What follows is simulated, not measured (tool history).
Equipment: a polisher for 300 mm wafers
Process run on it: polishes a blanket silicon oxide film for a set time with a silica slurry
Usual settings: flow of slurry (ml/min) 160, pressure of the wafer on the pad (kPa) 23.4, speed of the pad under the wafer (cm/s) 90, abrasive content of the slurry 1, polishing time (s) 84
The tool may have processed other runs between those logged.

run   hour  flow of slurry (ml/min)  pressure of the wafer on the pad (kPa)  speed of the pad under the wafer (cm/s)  abrasive content of the slurry  polishing time (s)  wafers since the last listed run  wafers polished on this pad  hours since the slurry nozzle was cleaned  hours since the head pressure was calibrated  hours since the slurry blender was calibrated  hours since the conditioning disc was replaced  incoming thickness of the incoming film, nm  film removed (Å)
  1      0                      135                                    23.4                                      104                               1                  84                                 0                          365                                      356.9                                          1063                                           86.3                                             330                                       1164.9              1673
      35.1  -- slurry blender recalibrated
  2   35.8                      120                                    23.4                                       90                               1                  84                               382                          747                                      392.7                                        1098.8                                            0.7                                           365.8                                       1157.3              1462
        47  -- conditioning disc replaced and pad reconditioned
  3     51                      120                                    23.4                                       90                               1                  84                               149                          896                                      407.9                                          1114                                           15.9                                               4                                         1160              1474
  4   85.3                      120                                    23.4                                       90                               1                  84                               387                         1284                                      442.2                                        1148.3                                           50.2                                            38.3                                       1164.9              1432
      90.7  -- worn pad replaced by a new one
  5  116.3                      160                                    28.3                                       70                               1                  84                               305                          289                                      473.2                                        1179.3                                           81.2                                            69.3                                       1158.7              1387
  6    137                      160                                    26.9                                       76                               1                  84                               233                          523                                      493.9                                          1200                                          101.9                                              90                                       1163.6              1449
     156.6  -- slurry blender recalibrated
  7  157.1                      160                                    26.9                                       76                               1                  84                               204                          727                                        514                                        1220.1                                            0.5                                           110.1                                       1160.2              1369
  8    179                      160                                    26.9                                       76                               1                  84                               247                          975                                      535.9                                          1242                                           22.4                                             132                                         1144              1404
     208.7  -- worn pad replaced by a new one
  9  210.1                      160                                    23.4                                       90                               1                  84                               306                           16                                        567                                        1273.1                                           53.5                                           163.1                                         1143              1473
 10  232.6                      160                                    23.4                                       90                               1                  84                               254                          270                                      589.5                                        1295.6                                             76                                           185.6                                       1159.6              1427
     265.9  -- slurry nozzle cleaned
 11  266.9                      160                                    23.4                                      104                               1                  84                               376                          646                                          1                                        1329.9                                          110.3                                           219.9                                       1153.3              1793
     272.8  -- head pressure recalibrated
     273.6  -- slurry blender recalibrated
 12    299                      160                                    23.4                                      104                               1                  84                               331                          978                                       33.1                                          26.2                                           25.4                                             252                                       1168.6              1802
 13  311.9                      160                                    23.4                                       90                            1.25                 100                               145                         1123                                         46                                          39.1                                           38.3                                           264.9                                       1146.1              2081
     321.9  -- worn pad replaced by a new one
 14  325.1                      160                                    23.4                                       90                               1                  84                               103                           36                                       59.2                                          52.3                                           51.5                                           278.1                                         1174              1564
 15  340.1                      160                                    23.4                                       98                               1                  84                               169                          206                                       74.2                                          67.3                                           66.5                                           293.1                                       1181.1              1730
       360  -- conditioning disc replaced and pad reconditioned
 16  367.7                      160                                    23.4                                       90                               1                  84                               289                          495                                      101.8                                          94.9                                           94.1                                             7.7                                       1142.8              1554
 17  390.4                      120                                    23.4                                       90                             1.1                  84                               256                          752                                      124.5                                         117.6                                          116.8                                            30.4                                       1153.5              1499
     402.1  -- slurry blender recalibrated
 18  423.8                      160                                      20                                       90                               1                  72                               354                         1106                                      157.9                                           151                                           21.7                                            63.8                                       1174.9              1194
     433.3  -- worn pad replaced by a new one
 19  451.7                      160                                    23.4                                       72                               1                  58                               270                          207                                      185.8                                         178.9                                           49.6                                            91.7                                       1169.3               896
 20  470.8                      160                                    23.4                                       90                             1.1                  75                               215                          423                                      204.9                                           198                                           68.7                                           110.8                                       1167.3              1406
 21  499.3                      160                                    23.4                                       90                               1                  65                               322                          745                                      233.4                                         226.5                                           97.2                                           139.3                                       1163.5              1180
 22    522                      160                                    23.4                                       90                               1                  84                               256                         1002                                      256.1                                         249.2                                          119.9                                             162                                       1179.9              1579
     543.1  -- slurry blender recalibrated
 23  543.6                      160                                    21.4                                       90                            1.15                  84                               221                         1223                                      277.7                                         270.8                                            0.5                                           183.6                                       1156.9              1516
 24  571.6                      160                                    23.4                                      116                               1                  84                               316                         1540                                      305.7                                         298.8                                           28.5                                           211.6                                       1159.6              1910
     576.7  -- worn pad replaced by a new one
 25  598.7                      160                                    23.4                                       90                               1                  84                               261                          248                                      332.8                                         325.9                                           55.6                                           238.7                                       1137.4              1534
 26  617.5                      160                                    23.4                                       90                            0.85                  84                               212                          460                                      351.6                                         344.7                                           74.4                                           257.5                                       1171.2              1465

3 options for the next run, each taken on its own from the tool as it stands now. Forecast them:
  A  617.9                      160                                    23.4                                       90                               1                  84                                 4                          465                                        352                                         345.1                                           74.8                                           257.9                                       1160.6                 ?
  B  617.9                      195                                    23.4                                       90                               1                  84                                 4                          465                                        352                                         345.1                                           74.8                                           257.9                                       1160.6                 ?
  C  617.9                      160                                    23.4                                       76                               1                  62                                 4                          465                                        352                                         345.1                                           74.8                                           257.9                                       1160.6                 ?

run  film removed (Å)
  A              1524
  B              1571
  C               982
With no hidden state in the tool, these same runs would have given:
run  film removed (Å)
  A              1583
  B              1624
  C              1021
